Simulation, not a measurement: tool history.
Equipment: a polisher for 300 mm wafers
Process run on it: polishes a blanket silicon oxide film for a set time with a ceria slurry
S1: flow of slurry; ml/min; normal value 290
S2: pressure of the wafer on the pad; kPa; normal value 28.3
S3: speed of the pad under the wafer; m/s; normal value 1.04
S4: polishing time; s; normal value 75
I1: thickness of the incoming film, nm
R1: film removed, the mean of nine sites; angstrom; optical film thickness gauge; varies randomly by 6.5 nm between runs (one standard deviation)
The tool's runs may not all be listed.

Run 1, hour 0: usual settings but S4 58 s; I1 1282.8. Result: R1 3162 angstrom.
Run 2, hour 81: usual settings but S4 58 s; I1 1248. Result: R1 3168 angstrom.
Run 3, hour 127.9: usual settings but S1 260 ml/min, S3 0.9 m/s; I1 1259.5. Result: R1 3502 angstrom.
Run 4, hour 175.1: usual settings but S1 260 ml/min, S3 0.9 m/s; I1 1238.1. Result: R1 3418 angstrom.
Run 5, hour 263.1: usual settings but S3 1.16 m/s; I1 1250.2. Result: R1 4433 angstrom.
Run 6, hour 302.8: usual settings but S1 260 ml/min; I1 1280.1. Result: R1 3762 angstrom.
At hour 328: slurry nozzle cleaned.
At hour 351.3: head pressure recalibrated.
Run 7, hour 380.5: usual settings but S1 260 ml/min; I1 1268.7. Result: R1 3850 angstrom.
At hour 462.9: worn pad replaced by a new one.
Run 8, hour 467.4: usual settings but S1 260 ml/min; I1 1249.9. Result: R1 4232 angstrom.
Run 9, hour 603.7: usual settings; I1 1257.4. Result: R1 4168 angstrom.
Run 10, hour 685.1: usual settings; I1 1253. Result: R1 3982 angstrom.
Run 11, hour 770.3: usual settings; I1 1254.6. Result: R1 3919 angstrom.
Run 12, hour 841.9: usual settings; I1 1271.9. Result: R1 3933 angstrom.
At hour 869.2: slurry nozzle cleaned.
Run 13, hour 941.2: usual settings; I1 1257.6. Result: R1 4017 angstrom.
At hour 986.1: head pressure recalibrated.
At hour 1013.1: worn pad replaced by a new one.
Run 14, hour 1035: usual settings; I1 1256.2. Result: R1 4306 angstrom.
Run 15, hour 1137.4: usual settings; I1 1269.4. Result: R1 4169 angstrom.
Run 16, hour 1220.6: usual settings; I1 1270.9. Result: R1 3947 angstrom.
Run 17, hour 1289.8: usual settings; I1 1252.4. Result: R1 4099 angstrom.
Run 18, hour 1354.6: usual settings but S3 0.84 m/s, S4 68 s; I1 1272.7. Result: R1 2886 angstrom.
Run 19, hour 1400.7: usual settings but S2 21.4 kPa, S3 1.16 m/s, S4 62 s; I1 1242.4. Result: R1 3135 angstrom.
At hour 1438.3: slurry nozzle cleaned.
Run 20, hour 1504: usual settings but S3 0.8 m/s; I1 1274.8. Result: R1 2929 angstrom.
Run 21, hour 1550.7: usual settings but S1 235 ml/min, S2 20.7 kPa, S3 0.88 m/s, S4 49 s; I1 1280.7. Result: R1 1811 angstrom.
At hour 1585: worn pad replaced by a new one.
Run 22, hour 1610.4: usual settings; I1 1270.7. Result: R1 4210 angstrom.
Run 23, hour 1653.8: usual settings but S1 360 ml/min, S2 37.9 kPa, S3 0.88 m/s, S4 91 s; I1 1282.9. Result: R1 5274 angstrom.
At hour 1663.9: head pressure recalibrated.
Run 24, hour 1703.1: usual settings but S3 0.9 m/s, S4 54 s; I1 1251.7. Result: R1 2470 angstrom.
Run 25, hour 1739.3: usual settings; I1 1255.5. Result: R1 4124 angstrom.
Run 26, hour 1789.5: usual settings; I1 1252.7. Result: R1 3905 angstrom.
Run 27, hour 1846.2: usual settings but S1 250 ml/min, S2 18.6 kPa, S3 1.26 m/s, S4 93 s; I1 1263.2. Result: R1 4685 angstrom.
Run 28, hour 1933.6: usual settings but S1 260 ml/min; I1 1238.9. Result: R1 3859 angstrom.

Estimate the outcome of run 29 from the log above:
At hour 1991.6: slurry nozzle cleaned.
Run 29, hour 2015.8: usual settings; I1 1250.3. Result: R1 ?.

R1: 3866 angstrom
With the hidden condition absent and the run-to-run variation left alone, this run would have shown R1 4317 angstrom.
